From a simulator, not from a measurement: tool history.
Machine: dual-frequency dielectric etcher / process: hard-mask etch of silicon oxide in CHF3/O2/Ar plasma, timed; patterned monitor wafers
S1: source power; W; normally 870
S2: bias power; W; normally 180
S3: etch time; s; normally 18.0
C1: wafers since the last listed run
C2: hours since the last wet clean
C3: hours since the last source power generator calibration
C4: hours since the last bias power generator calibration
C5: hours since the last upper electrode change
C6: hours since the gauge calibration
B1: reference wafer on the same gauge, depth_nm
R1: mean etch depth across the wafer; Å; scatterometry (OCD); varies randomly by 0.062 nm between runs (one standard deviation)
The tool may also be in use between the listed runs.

| run | day | S1 | S2 | S3 | C1 | C2 | C3 | C4 | C5 | C6 | B1 | R1 |
|---|---|---|---|---|---|---|---|---|---|---|---|---|
| 1 | 0.000 | 870 | 170 | 21.0 | 0 | 101.4 | 3210.4 | 3378.3 | 2987.7 | 692.3 | 48.92 | 466.2 |
| 2 | 3.038 | 870 | 170 | 21.0 | 1438 | 174.3 | 3283.3 | 3451.2 | 3060.6 | 765.2 | 48.93 | 464.9 |
|  | 3.221 | gauge calibrated |
| 3 | 6.392 | 870 | 170 | 21.0 | 1588 | 254.8 | 3363.8 | 3531.7 | 3141.1 | 76.1 | 48.88 | 463.6 |
|  | 13.221 | wet clean of the chamber |
| 4 | 14.925 | 870 | 192 | 18.0 | 3568 | 40.9 | 3568.6 | 3736.5 | 3345.9 | 280.9 | 48.91 | 414.4 |
|  | 15.500 | source power generator calibrated |
| 5 | 18.333 | 870 | 168 | 18.0 | 1535 | 122.7 | 68.0 | 3818.3 | 3427.7 | 362.7 | 48.93 | 405.7 |
| 6 | 21.292 | 870 | 168 | 18.0 | 1401 | 193.7 | 139.0 | 3889.3 | 3498.7 | 433.7 | 48.92 | 403.6 |
| 7 | 23.417 | 870 | 168 | 18.0 | 1006 | 244.7 | 190.0 | 3940.3 | 3549.7 | 484.7 | 48.91 | 403.1 |
|  | 24.608 | upper electrode replaced |
| 8 | 26.733 | 870 | 135 | 14.0 | 1097 | 324.3 | 269.6 | 4019.9 | 51.0 | 564.3 | 48.93 | 294.8 |
|  | 28.283 | bias power generator calibrated |
| 9 | 28.304 | 870 | 180 | 18.0 | 665 | 362.0 | 307.3 | 0.5 | 88.7 | 602.0 | 48.90 | 410.2 |
|  | 31.912 | wet clean of the chamber |
| 10 | 31.933 | 870 | 180 | 15.5 | 1245 | 0.5 | 394.4 | 87.6 | 175.8 | 689.1 | 48.90 | 356.1 |
|  | 33.825 | gauge calibrated |
| 11 | 35.608 | 870 | 180 | 18.0 | 1740 | 88.7 | 482.6 | 175.8 | 264.0 | 42.8 | 48.89 | 411.7 |
| 12 | 37.358 | 870 | 157 | 13.5 | 829 | 130.7 | 524.6 | 217.8 | 306.0 | 84.8 | 48.91 | 297.5 |
| 13 | 40.450 | 870 | 180 | 22.5 | 1464 | 204.9 | 598.8 | 292.0 | 380.2 | 159.0 | 48.88 | 513.7 |
| 14 | 42.771 | 800 | 165 | 18.0 | 1099 | 260.6 | 654.5 | 347.7 | 435.9 | 214.7 | 48.91 | 386.9 |
| 15 | 45.462 | 680 | 180 | 20.0 | 1275 | 325.2 | 719.1 | 412.3 | 500.5 | 279.3 | 48.91 | 414.1 |

The tool's hidden state at each run:
bias power that arrives over what is set, %: 0 at every run
gauge reads high (%): 0 at every run
H1: etch rate over this chamber's usual, %
H2: source power that arrives over what is set, %
| run | H1 | H2 |
|---|---|---|
| 1 | -0.269 | -5.06 |
| 2 | -0.495 | -5.08 |
| 3 | -0.744 | -5.1 |
| 4 | -0.196 | -5.15 |
| 5 | -0.449 | -0.108 |
| 6 | -0.669 | -0.4 |
| 7 | -0.827 | -0.598 |
| 8 | -1.07 | -0.892 |
| 9 | -1.19 | -1.02 |
| 10 | 0.0451 | -1.31 |
| 11 | -0.228 | -1.59 |
| 12 | -0.358 | -1.71 |
| 13 | -0.588 | -1.91 |
| 14 | -0.76 | -2.06 |
| 15 | -0.96 | -2.22 |
